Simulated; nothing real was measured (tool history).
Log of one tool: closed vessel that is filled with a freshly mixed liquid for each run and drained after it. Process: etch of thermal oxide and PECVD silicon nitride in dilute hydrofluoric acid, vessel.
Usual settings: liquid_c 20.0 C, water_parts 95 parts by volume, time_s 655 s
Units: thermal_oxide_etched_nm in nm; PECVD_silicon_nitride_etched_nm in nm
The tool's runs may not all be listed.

run   hour  liquid_c  water_parts  time_s  read-back film thickness of the thermal oxide reference wafer, read on the same gauge (nm)  read-back film thickness of the PECVD silicon nitride reference wafer, read on the same gauge (nm)  thermal_oxide_etched_nm  PECVD_silicon_nitride_etched_nm
  1    0.0      20.0           95     655                                                                                      129.95                                                                                              150.01                    24.92                             7.45
  2   42.3      22.0           95     655                                                                                      130.00                                                                                              150.00                    26.71                             8.74
  3  180.5      22.0           95     655                                                                                      130.01                                                                                              149.94                    27.00                             8.37
  4  224.8      22.0           95     655                                                                                      130.00                                                                                              150.06                    26.24                             8.31
  5  261.7      20.0          110     655                                                                                      130.04                                                                                              150.01                    20.81                             6.39
  6  322.1      20.0           95     370                                                                                      130.02                                                                                              150.00                    13.64                             4.12
  7  391.5      20.0           95     655                                                                                      129.99                                                                                              150.01                    23.96                             7.09
  8  447.4      20.0           95     655                                                                                      130.03                                                                                              150.02                    23.94                             7.10
  9  514.7      20.0           95     655                                                                                      129.98                                                                                              150.02                    23.59                             7.08
 10  581.1      20.0          130     375                                                                                      129.98                                                                                              150.03                    10.73                             3.57
 11  630.3      20.0          135     655                                                                                      130.02                                                                                              150.05                    17.66                             5.83
 12  669.9      20.0          130     375                                                                                      130.02                                                                                              149.99                    10.47                             3.49
 13  695.0      17.0           95     655                                                                                      129.99                                                                                              149.99                    23.06                             6.63
 14  765.9      20.0           95     655                                                                                      129.98                                                                                              149.99                    25.97                             8.13
 15  803.2      23.0          110     920                                                                                      130.01                                                                                              150.04                    34.18                            11.75
 16  856.6      24.5           95     510                                                                                      129.99                                                                                              150.02                    24.45                             8.39
 17  893.0      20.0           95     655                                                                                      129.98                                                                                              149.95                    25.03                             7.92
 18  941.2      20.0           95     815                                                                                      129.96                                                                                              150.00                    31.61                             9.73

Taken out of this log: 3 entries between the listed runs. Where each belongs, and how the hidden state differs across it:
Between runs 6 and 7: hydrofluoric acid flow meter replaced (hour 360.3)
  liquid colder than its thermometer reads (K): 2.2 -> 2.34
  measured less the result without the state, thermal_oxide_etched_nm: -1.31 -> -2.46 nm; PECVD_silicon_nitride_etched_nm: -0.67 -> -1.23 nm
Between runs 9 and 10: thermometer replaced (hour 527.0)
  liquid colder than its thermometer reads (K): 2.58 -> 0.161
  measured less the result without the state, thermal_oxide_etched_nm: -2.68 -> -0.07 nm; PECVD_silicon_nitride_etched_nm: -1.37 -> -0.04 nm
Between runs 13 and 14: gauge calibrated (hour 727.3)
  liquid colder than its thermometer reads (K): 0.389 -> 0.531
  measured less the result without the state, thermal_oxide_etched_nm: -0.38 -> -0.58 nm; PECVD_silicon_nitride_etched_nm: -0.19 -> -0.30 nm
